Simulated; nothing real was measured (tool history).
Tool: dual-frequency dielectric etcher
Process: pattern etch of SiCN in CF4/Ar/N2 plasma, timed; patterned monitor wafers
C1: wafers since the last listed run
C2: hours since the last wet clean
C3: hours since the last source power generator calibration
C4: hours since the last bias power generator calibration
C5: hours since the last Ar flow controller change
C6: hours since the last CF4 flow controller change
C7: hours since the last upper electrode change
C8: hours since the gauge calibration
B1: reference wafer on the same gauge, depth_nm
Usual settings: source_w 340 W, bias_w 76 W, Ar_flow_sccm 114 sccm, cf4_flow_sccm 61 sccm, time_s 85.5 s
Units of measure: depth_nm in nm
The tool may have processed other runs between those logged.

run 1 hour=0.0 | source_w=340 bias_w=76 Ar_flow_sccm=114 cf4_flow_sccm=61 time_s=85.5 | C1=0 C2=315.5 C3=2160.8 C4=2644.8 C5=3426.2 C6=2144.0 C7=5423.1 C8=878.0 | B1=65.4 | depth_nm=53.8
-- hour=45.5 CF4 flow controller replaced
run 2 hour=58.6 | source_w=340 bias_w=76 Ar_flow_sccm=114 cf4_flow_sccm=61 time_s=85.5 | C1=329 C2=374.1 C3=2219.4 C4=2703.4 C5=3484.8 C6=13.1 C7=5481.7 C8=936.6 | B1=65.2 | depth_nm=53.7
run 3 hour=119.3 | source_w=340 bias_w=76 Ar_flow_sccm=114 cf4_flow_sccm=61 time_s=85.5 | C1=380 C2=434.8 C3=2280.1 C4=2764.1 C5=3545.5 C6=73.8 C7=5542.4 C8=997.3 | B1=65.3 | depth_nm=53.1
run 4 hour=158.1 | source_w=340 bias_w=76 Ar_flow_sccm=114 cf4_flow_sccm=61 time_s=85.5 | C1=243 C2=473.6 C3=2318.9 C4=2802.9 C5=3584.3 C6=112.6 C7=5581.2 C8=1036.1 | B1=65.3 | depth_nm=53.6
-- hour=195.1 gauge calibrated
run 5 hour=197.2 | source_w=340 bias_w=76 Ar_flow_sccm=114 cf4_flow_sccm=61 time_s=85.5 | C1=245 C2=512.7 C3=2358.0 C4=2842.0 C5=3623.4 C6=151.7 C7=5620.3 C8=2.1 | B1=65.3 | depth_nm=52.9
run 6 hour=239.9 | source_w=380 bias_w=76 Ar_flow_sccm=114 cf4_flow_sccm=61 time_s=85.5 | C1=267 C2=555.4 C3=2400.7 C4=2884.7 C5=3666.1 C6=194.4 C7=5663.0 C8=44.8 | B1=65.5 | depth_nm=59.7
-- hour=298.0 wet clean of the chamber
run 7 hour=309.0 | source_w=340 bias_w=76 Ar_flow_sccm=114 cf4_flow_sccm=61 time_s=85.5 | C1=282 C2=11.0 C3=2469.8 C4=2953.8 C5=3735.2 C6=263.5 C7=5732.1 C8=113.9 | B1=65.4 | depth_nm=55.5
run 8 hour=375.3 | source_w=340 bias_w=76 Ar_flow_sccm=114 cf4_flow_sccm=61 time_s=85.5 | C1=415 C2=77.3 C3=2536.1 C4=3020.1 C5=3801.5 C6=329.8 C7=5798.4 C8=180.2 | B1=65.3 | depth_nm=54.1
run 9 hour=400.2 | source_w=340 bias_w=76 Ar_flow_sccm=138 cf4_flow_sccm=61 time_s=85.5 | C1=156 C2=102.2 C3=2561.0 C4=3045.0 C5=3826.4 C6=354.7 C7=5823.3 C8=205.1 | B1=65.2 | depth_nm=52.9
run 10 hour=430.4 | source_w=400 bias_w=93 Ar_flow_sccm=94 cf4_flow_sccm=61 time_s=68.5 | C1=189 C2=132.4 C3=2591.2 C4=3075.2 C5=3856.6 C6=384.9 C7=5853.5 C8=235.3 | B1=65.3 | depth_nm=59.5
-- hour=440.6 bias power generator calibrated
-- hour=474.6 source power generator calibrated
-- hour=483.3 upper electrode replaced
run 11 hour=494.1 | source_w=340 bias_w=85 Ar_flow_sccm=102 cf4_flow_sccm=54 time_s=103.0 | C1=294 C2=196.1 C3=19.5 C4=53.5 C5=3920.3 C6=448.6 C7=10.8 C8=299.0 | B1=65.3 | depth_nm=69.5
run 12 hour=579.2 | source_w=380 bias_w=68 Ar_flow_sccm=114 cf4_flow_sccm=74 time_s=61.0 | C1=533 C2=281.2 C3=104.6 C4=138.6 C5=4005.4 C6=533.7 C7=95.9 C8=384.1 | B1=65.2 | depth_nm=41.8
run 13 hour=611.5 | source_w=340 bias_w=76 Ar_flow_sccm=114 cf4_flow_sccm=61 time_s=76.5 | C1=202 C2=313.5 C3=136.9 C4=170.9 C5=4037.7 C6=566.0 C7=128.2 C8=416.4 | B1=65.2 | depth_nm=47.9
run 14 hour=642.2 | source_w=260 bias_w=83 Ar_flow_sccm=114 cf4_flow_sccm=61 time_s=66.0 | C1=192 C2=344.2 C3=167.6 C4=201.6 C5=4068.4 C6=596.7 C7=158.9 C8=447.1 | B1=65.2 | depth_nm=32.6
-- hour=671.8 Ar flow controller replaced
run 15 hour=701.1 | source_w=340 bias_w=63 Ar_flow_sccm=114 cf4_flow_sccm=67 time_s=92.0 | C1=331 C2=403.1 C3=226.5 C4=260.5 C5=29.3 C6=655.6 C7=217.8 C8=506.0 | B1=65.3 | depth_nm=51.9
run 16 hour=756.2 | source_w=340 bias_w=76 Ar_flow_sccm=114 cf4_flow_sccm=61 time_s=85.5 | C1=345 C2=458.2 C3=281.6 C4=315.6 C5=84.4 C6=710.7 C7=272.9 C8=561.1 | B1=65.3 | depth_nm=53.2
run 17 hour=781.8 | source_w=340 bias_w=89 Ar_flow_sccm=114 cf4_flow_sccm=61 time_s=85.5 | C1=160 C2=483.8 C3=307.2 C4=341.2 C5=110.0 C6=736.3 C7=298.5 C8=586.7 | B1=65.3 | depth_nm=58.5
run 18 hour=813.3 | source_w=260 bias_w=59 Ar_flow_sccm=114 cf4_flow_sccm=61 time_s=65.5 | C1=197 C2=515.3 C3=338.7 C4=372.7 C5=141.5 C6=767.8 C7=330.0 C8=618.2 | B1=65.4 | depth_nm=26.6
-- hour=847.8 wet clean of the chamber
run 19 hour=848.3 | source_w=340 bias_w=76 Ar_flow_sccm=114 cf4_flow_sccm=61 time_s=85.5 | C1=68 C2=0.5 C3=373.7 C4=407.7 C5=176.5 C6=802.8 C7=365.0 C8=653.2 | B1=65.2 | depth_nm=54.6
run 20 hour=879.9 | source_w=340 bias_w=76 Ar_flow_sccm=114 cf4_flow_sccm=61 time_s=109.0 | C1=198 C2=32.1 C3=405.3 C4=439.3 C5=208.1 C6=834.4 C7=396.6 C8=684.8 | B1=65.4 | depth_nm=70.2
run 21 hour=940.0 | source_w=420 bias_w=67 Ar_flow_sccm=114 cf4_flow_sccm=51 time_s=85.5 | C1=376 C2=92.2 C3=465.4 C4=499.4 C5=268.2 C6=894.5 C7=456.7 C8=744.9 | B1=65.2 | depth_nm=61.6
run 22 hour=1004.4 | source_w=340 bias_w=76 Ar_flow_sccm=114 cf4_flow_sccm=67 time_s=60.5 | C1=403 C2=156.6 C3=529.8 C4=563.8 C5=332.6 C6=958.9 C7=521.1 C8=809.3 | B1=65.1 | depth_nm=39.0

Each row is a separate what-if for the run after 22, all from the same tool condition, not one after another. Results?
run A hour=1004.8 | source_w=280 bias_w=76 Ar_flow_sccm=114 cf4_flow_sccm=61 time_s=85.5 | C1=2 C2=157.0 C3=530.2 C4=564.2 C5=333.0 C6=959.3 C7=521.5 C8=809.7 | B1=? | depth_nm=?
run B hour=1004.8 | source_w=340 bias_w=76 Ar_flow_sccm=103 cf4_flow_sccm=61 time_s=85.5 | C1=2 C2=157.0 C3=530.2 C4=564.2 C5=333.0 C6=959.3 C7=521.5 C8=809.7 | B1=? | depth_nm=?
run C hour=1004.8 | source_w=340 bias_w=76 Ar_flow_sccm=98 cf4_flow_sccm=61 time_s=85.5 | C1=2 C2=157.0 C3=530.2 C4=564.2 C5=333.0 C6=959.3 C7=521.5 C8=809.7 | B1=? | depth_nm=?

run=A B1=65.3 depth_nm=44.4
run=B B1=65.3 depth_nm=55.6
run=C B1=65.3 depth_nm=56.0
Stripped of hidden state, with their random variation kept, the same runs would have yielded:
run=A depth_nm=44.7
run=B depth_nm=56.0
run=C depth_nm=56.5
